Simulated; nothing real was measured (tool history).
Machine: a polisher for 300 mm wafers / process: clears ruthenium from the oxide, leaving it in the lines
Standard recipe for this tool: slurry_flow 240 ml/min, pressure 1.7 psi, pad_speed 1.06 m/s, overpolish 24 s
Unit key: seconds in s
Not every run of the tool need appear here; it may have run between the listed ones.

| run | day | slurry_flow | pressure | pad_speed | overpolish | wafers since the last listed run | wafers polished on this pad | hours since the slurry nozzle was cleaned | hours since the head pressure was calibrated | incoming thickness of the incoming film, nm | seconds |
|---|---|---|---|---|---|---|---|---|---|---|---|
| 1 | 0.000 | 240 | 1.7 | 1.06 | 14 | 0 | 626 | 296.1 | 337.4 | 71.1 | 86.9 |
| 2 | 0.358 | 240 | 1.7 | 1.06 | 24 | 89 | 716 | 304.7 | 346.0 | 69.5 | 85.9 |
|  | 0.779 | worn pad replaced by a new one |
| 3 | 0.962 | 240 | 1.7 | 1.06 | 24 | 109 | 45 | 319.2 | 360.5 | 70.0 | 77.2 |
| 4 | 1.267 | 240 | 2.0 | 1.06 | 24 | 76 | 121 | 326.5 | 367.8 | 71.1 | 67.4 |
| 5 | 1.883 | 240 | 2.0 | 1.06 | 24 | 154 | 276 | 341.3 | 382.6 | 68.6 | 65.9 |
| 6 | 2.392 | 240 | 2.0 | 1.06 | 24 | 127 | 403 | 353.5 | 394.8 | 69.9 | 68.3 |
| 7 | 2.788 | 240 | 1.7 | 0.96 | 13 | 99 | 502 | 363.0 | 404.3 | 70.0 | 88.7 |
| 8 | 3.117 | 240 | 1.7 | 1.06 | 24 | 82 | 585 | 370.9 | 412.2 | 69.7 | 83.1 |
|  | 3.442 | worn pad replaced by a new one |
| 9 | 3.696 | 240 | 1.7 | 1.06 | 24 | 103 | 63 | 384.8 | 426.1 | 69.3 | 75.9 |
| 10 | 4.058 | 240 | 1.7 | 1.06 | 24 | 90 | 154 | 393.5 | 434.8 | 69.2 | 78.6 |
| 11 | 5.233 | 240 | 1.7 | 1.06 | 24 | 294 | 449 | 421.7 | 463.0 | 69.9 | 82.2 |
|  | 5.325 | head pressure recalibrated |
| 12 | 5.788 | 240 | 1.7 | 1.06 | 24 | 118 | 567 | 435.0 | 11.1 | 69.4 | 90.7 |
|  | 6.558 | worn pad replaced by a new one |
| 13 | 6.579 | 240 | 1.7 | 1.06 | 24 | 156 | 5 | 454.0 | 30.1 | 69.7 | 83.7 |
| 14 | 7.121 | 240 | 1.1 | 1.40 | 24 | 135 | 141 | 467.0 | 43.1 | 70.6 | 107.1 |
|  | 7.733 | slurry nozzle cleaned |
| 15 | 7.842 | 240 | 1.7 | 1.06 | 24 | 170 | 311 | 2.6 | 60.4 | 70.8 | 86.0 |
| 16 | 8.562 | 215 | 2.2 | 0.92 | 33 | 180 | 492 | 19.9 | 77.7 | 71.2 | 80.3 |
| 17 | 8.979 | 240 | 1.7 | 1.06 | 24 | 104 | 596 | 29.9 | 87.7 | 71.1 | 91.1 |
|  | 9.279 | worn pad replaced by a new one |
| 18 | 9.333 | 240 | 2.2 | 1.06 | 24 | 47 | 13 | 38.4 | 96.2 | 69.3 | 62.4 |
| 19 | 9.967 | 160 | 1.7 | 0.86 | 11 | 158 | 172 | 53.6 | 111.4 | 69.5 | 99.4 |
| 20 | 10.404 | 240 | 2.2 | 0.76 | 24 | 109 | 282 | 64.1 | 121.9 | 69.2 | 81.5 |
| 21 | 10.821 | 185 | 1.7 | 1.06 | 18 | 104 | 386 | 74.1 | 131.9 | 70.1 | 88.1 |
| 22 | 11.279 | 240 | 1.7 | 1.06 | 36 | 114 | 501 | 85.1 | 142.9 | 69.8 | 87.1 |
| 23 | 11.583 | 240 | 1.7 | 0.88 | 24 | 76 | 577 | 92.4 | 150.2 | 70.9 | 104.5 |
|  | 11.967 | worn pad replaced by a new one |
| 24 | 11.988 | 240 | 1.5 | 1.06 | 24 | 59 | 5 | 102.1 | 159.9 | 70.4 | 91.2 |
| 25 | 13.312 | 260 | 1.9 | 1.28 | 24 | 332 | 337 | 133.9 | 191.7 | 69.7 | 64.2 |
| 26 | 13.679 | 240 | 1.4 | 0.86 | 33 | 91 | 429 | 142.7 | 200.5 | 71.2 | 123.7 |
|  | 15.354 | worn pad replaced by a new one |
| 27 | 15.375 | 240 | 1.7 | 1.06 | 24 | 383 | 5 | 183.4 | 241.2 | 69.4 | 77.9 |

Predict each of these 3 candidate next runs independently; none follows another, all start after run 27:
| A | 15.396 | 240 | 1.7 | 1.06 | 24 | 5 | 10 | 183.9 | 241.7 | 69.9 | ? |
| B | 15.396 | 310 | 1.7 | 1.22 | 24 | 5 | 10 | 183.9 | 241.7 | 69.9 | ? |
| C | 15.396 | 155 | 2.1 | 1.06 | 24 | 5 | 10 | 183.9 | 241.7 | 69.9 | ? |

| run | seconds |
|---|---|
| A | 77.7 |
| B | 68.3 |
| C | 65.5 |
Without the tool's unlogged condition, the same runs would have read:
| run | seconds |
|---|---|
| A | 76.8 |
| B | 67.5 |
| C | 64.7 |
